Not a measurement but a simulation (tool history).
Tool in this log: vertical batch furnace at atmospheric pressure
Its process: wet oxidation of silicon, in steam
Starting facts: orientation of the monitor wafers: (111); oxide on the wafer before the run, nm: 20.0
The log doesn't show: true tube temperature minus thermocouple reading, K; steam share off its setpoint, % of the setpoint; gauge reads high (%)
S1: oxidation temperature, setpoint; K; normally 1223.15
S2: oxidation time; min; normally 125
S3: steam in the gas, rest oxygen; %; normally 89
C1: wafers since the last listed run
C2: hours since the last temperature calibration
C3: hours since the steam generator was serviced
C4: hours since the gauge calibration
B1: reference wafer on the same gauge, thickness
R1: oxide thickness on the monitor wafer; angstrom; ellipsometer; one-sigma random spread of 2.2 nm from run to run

run    hour       S1     S2  S3    C1      C2      C3     C4      B1      R1
  1       0  1223.15    125  89     0  2725.1   518.4  104.5  534.71    4958
  2      48  1223.15    125  89   450  2773.1   566.4  152.5  534.04  5028.7
  3     100  1223.15    125  89   488  2825.1   618.4  204.5  535.08  5005.2
  4   145.2  1223.15   97.5  89   424  2870.3   663.6  249.7  535.67    4266
  5   209.9  1223.15   97.5  89   607    2935   728.3  314.4  535.31  4237.1
      437.3  -- thermocouples replaced and temperature profile calibrated
  6   510.6  1223.15    125  89  2596    73.3    1029  615.1  535.96  5024.8
  7   587.5  1223.15    125  89   721   150.2  1105.9    692  534.22  4986.4
  8   638.2  1223.15     66  89   475   200.9  1156.6  742.7   534.8  3303.4
      730.6  -- gauge calibrated
      754.4  -- steam generator serviced
  9   754.9  1205.15    125  89   869   317.6     0.5   24.3  534.54  4433.1
 10   792.8  1223.15  181.5  89   355   355.5    38.4   62.2  534.91  6320.5
 11   835.2  1223.15    125  78   397   397.9    80.8  104.6  534.56  4608.6
 12   909.9  1223.15    125  96   701   472.6   155.5  179.3   534.4  5218.7
 13   984.6  1223.15    125  89   701   547.3   230.2    254  535.41  5007.1
 14  1024.7  1237.15    125  89   376   587.4   270.3  294.1  535.08  5460.7

Consider 4 possible next runs. They are alternatives, not a sequence: every one starts from the tool as it was left by run 14. What does each give?
  A  1030.9  1223.15  125  89  58  593.6  276.5  300.3   ?   ?
  B  1030.9  1230.15  145  97  58  593.6  276.5  300.3   ?   ?
  C  1030.9  1223.15  182  89  58  593.6  276.5  300.3   ?   ?
  D  1030.9  1223.15  143  89  58  593.6  276.5  300.3   ?   ?

run      B1      R1
  A  536.19  5008.2
  B  536.19  6046.9
  C  536.19  6333.1
  D  536.19  5451.9
Had the tool no hidden state, the same runs would have come out as:
run      R1
  A  5008.2
  B  6046.9
  C  6333.1
  D  5451.9

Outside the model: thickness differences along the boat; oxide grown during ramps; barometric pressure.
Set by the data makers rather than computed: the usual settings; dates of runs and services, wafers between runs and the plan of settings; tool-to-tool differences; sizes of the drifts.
